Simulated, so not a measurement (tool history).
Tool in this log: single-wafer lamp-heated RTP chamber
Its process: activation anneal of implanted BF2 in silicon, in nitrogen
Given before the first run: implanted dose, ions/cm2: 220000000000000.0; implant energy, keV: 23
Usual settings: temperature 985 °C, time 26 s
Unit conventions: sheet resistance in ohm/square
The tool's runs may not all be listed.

| run | hour | temperature | time | wafers since the last listed run | wafers since the last pyrometer calibration | wafers since the reflector plate was cleaned | hours since the gauge calibration | read-back reference wafer on the same gauge, sheet resistance | sheet resistance |
|---|---|---|---|---|---|---|---|---|---|
| 1 | 0.0 | 993 | 26 | 0 | 4657 | 5765 | 516.4 | 484.04 | 431.82 |
| 2 | 71.6 | 993 | 26 | 1243 | 5901 | 7009 | 588.0 | 484.08 | 431.55 |
| 3 | 95.8 | 993 | 26 | 420 | 6321 | 7429 | 612.2 | 484.02 | 431.15 |
| 4 | 129.9 | 991 | 26 | 592 | 6914 | 8021 | 646.3 | 483.97 | 430.66 |
| 5 | 162.6 | 991 | 26 | 568 | 7482 | 8590 | 679.0 | 483.99 | 432.27 |
|  | 172.2 | pyrometer window cleaned and pyrometer calibrated |
| 6 | 183.8 | 991 | 26 | 229 | 200 | 8819 | 700.2 | 483.98 | 430.91 |
| 7 | 198.0 | 1007 | 21 | 246 | 447 | 9066 | 714.4 | 483.79 | 431.22 |
| 8 | 228.8 | 1007 | 21 | 535 | 982 | 9601 | 745.2 | 483.88 | 430.83 |
| 9 | 258.2 | 1007 | 21 | 510 | 1493 | 10112 | 774.6 | 483.95 | 431.38 |
| 10 | 292.5 | 985 | 26 | 595 | 2089 | 10707 | 808.9 | 484.01 | 433.28 |
| 11 | 323.4 | 985 | 26 | 536 | 2626 | 11244 | 839.8 | 484.03 | 433.08 |
| 12 | 336.1 | 985 | 26 | 220 | 2846 | 11465 | 852.5 | 484.10 | 430.72 |
|  | 337.7 | gauge calibrated |
|  | 361.9 | reflector plate cleaned |
| 13 | 371.1 | 985 | 26 | 469 | 3315 | 159 | 33.4 | 483.88 | 432.83 |
| 14 | 402.7 | 985 | 26 | 549 | 3864 | 708 | 65.0 | 483.91 | 432.84 |
| 15 | 421.2 | 985 | 26 | 321 | 4186 | 1030 | 83.5 | 484.23 | 431.61 |
| 16 | 440.1 | 985 | 26 | 328 | 4514 | 1358 | 102.4 | 484.03 | 430.09 |
| 17 | 476.1 | 985 | 21 | 625 | 5139 | 1984 | 138.4 | 483.79 | 433.33 |
| 18 | 508.6 | 985 | 13 | 564 | 5704 | 2548 | 170.9 | 483.92 | 437.15 |
| 19 | 521.4 | 999 | 15 | 222 | 5927 | 2771 | 183.7 | 484.09 | 431.51 |
| 20 | 548.5 | 985 | 26 | 470 | 6397 | 3241 | 210.8 | 484.00 | 431.81 |
| 21 | 569.3 | 985 | 26 | 361 | 6759 | 3603 | 231.6 | 484.02 | 434.76 |
| 22 | 603.1 | 985 | 26 | 587 | 7346 | 4190 | 265.4 | 483.99 | 432.64 |
|  | 623.5 | pyrometer window cleaned and pyrometer calibrated |
| 23 | 624.0 | 985 | 26 | 224 | 8 | 4414 | 286.3 | 484.03 | 432.34 |
| 24 | 645.8 | 985 | 17 | 378 | 387 | 4793 | 308.1 | 484.09 | 434.17 |
| 25 | 678.5 | 1005 | 34 | 568 | 955 | 5361 | 340.8 | 483.79 | 428.95 |
| 26 | 693.9 | 985 | 26 | 267 | 1222 | 5629 | 356.2 | 484.09 | 433.41 |
| 27 | 722.5 | 997 | 18 | 496 | 1719 | 6125 | 384.8 | 484.06 | 432.53 |
| 28 | 747.9 | 1005 | 26 | 441 | 2160 | 6567 | 410.2 | 484.15 | 429.93 |
| 29 | 763.7 | 968 | 26 | 274 | 2435 | 6841 | 426.0 | 483.92 | 442.92 |
| 30 | 793.7 | 1000 | 35 | 521 | 2956 | 7362 | 456.0 | 483.96 | 428.81 |
| 31 | 818.8 | 965 | 37 | 436 | 3392 | 7798 | 481.1 | 484.09 | 442.09 |

For each run, what was the tool's unlogged condition?
true wafer temperature minus pyrometer reading, K: 0 across all the runs
wafer temperature error from the tarnished reflector plate, K: 0 across all the runs
gauge reads high (%): 0 across all the runs
